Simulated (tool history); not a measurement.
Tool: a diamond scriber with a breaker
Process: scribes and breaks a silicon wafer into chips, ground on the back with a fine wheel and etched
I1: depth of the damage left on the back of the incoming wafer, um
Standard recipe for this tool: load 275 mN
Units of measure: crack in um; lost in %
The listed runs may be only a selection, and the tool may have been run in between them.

Run 1, hour 0.0: usual settings but load 234 mN; I1 0.44. Result: crack 10.07 um, lost 14.37 %.
Run 2, hour 16.3: usual settings but load 234 mN; I1 0.77. Result: crack 10.09 um, lost 14.94 %.
Run 3, hour 26.4: usual settings but load 234 mN; I1 0.65. Result: crack 10.00 um, lost 14.35 %.
Run 4, hour 36.4: usual settings; I1 0.80. Result: crack 11.18 um, lost 9.11 %.
Run 5, hour 46.4: usual settings; I1 0.66. Result: crack 10.81 um, lost 7.85 %.
Run 6, hour 56.6: usual settings but load 248 mN; I1 0.48. Result: crack 10.24 um, lost 14.15 %.
Run 7, hour 64.0: usual settings but load 248 mN; I1 0.32. Result: crack 10.13 um, lost 14.32 %.
At hour 76.3: diamond tip replaced by a new one.
Run 8, hour 77.1: usual settings; I1 0.76. Result: crack 13.39 um, lost 0.54 %.
Run 9, hour 83.2: usual settings but load 201 mN; I1 0.51. Result: crack 11.17 um, lost 6.62 %.
At hour 87.6: load on the tip recalibrated.
Run 10, hour 98.4: usual settings but load 325 mN; I1 0.62. Result: crack 14.80 um, lost 2.21 %.
Run 11, hour 108.7: usual settings but load 204 mN; I1 0.42. Result: crack 11.43 um, lost 5.38 %.
Run 12, hour 117.1: usual settings but load 307 mN; I1 0.41. Result: crack 14.52 um, lost 1.01 %.
Run 13, hour 130.3: usual settings; I1 0.62. Result: crack 13.55 um, lost 0.55 %.
Run 14, hour 138.4: usual settings but load 254 mN; I1 0.47. Result: crack 12.70 um, lost 1.14 %.
Run 15, hour 150.7: usual settings but load 215 mN; I1 0.63. Result: crack 11.53 um, lost 4.31 %.

Selected run-to-run steps in crack, each split into two signed amounts: the part the tool would show with no hidden state at all (from settings, incoming material and random variation), and the remainder, which goes to the hidden state together with any gauge scatter not common to the measured and the hidden-state-free results:
Hidden state at play: share of the diamond tip's cutting effectiveness lost through wear, %; deviation of the load on the tip from its setpoint, %.
Run 7 -> 8: load 248 -> 275, diamond tip replaced by a new one. crack +3.26 um: hidden state +2.46, all else +0.80.
Run 9 -> 10: load 201 -> 325, load on the tip recalibrated. crack +3.63 um: hidden state -0.02, all else +3.65.

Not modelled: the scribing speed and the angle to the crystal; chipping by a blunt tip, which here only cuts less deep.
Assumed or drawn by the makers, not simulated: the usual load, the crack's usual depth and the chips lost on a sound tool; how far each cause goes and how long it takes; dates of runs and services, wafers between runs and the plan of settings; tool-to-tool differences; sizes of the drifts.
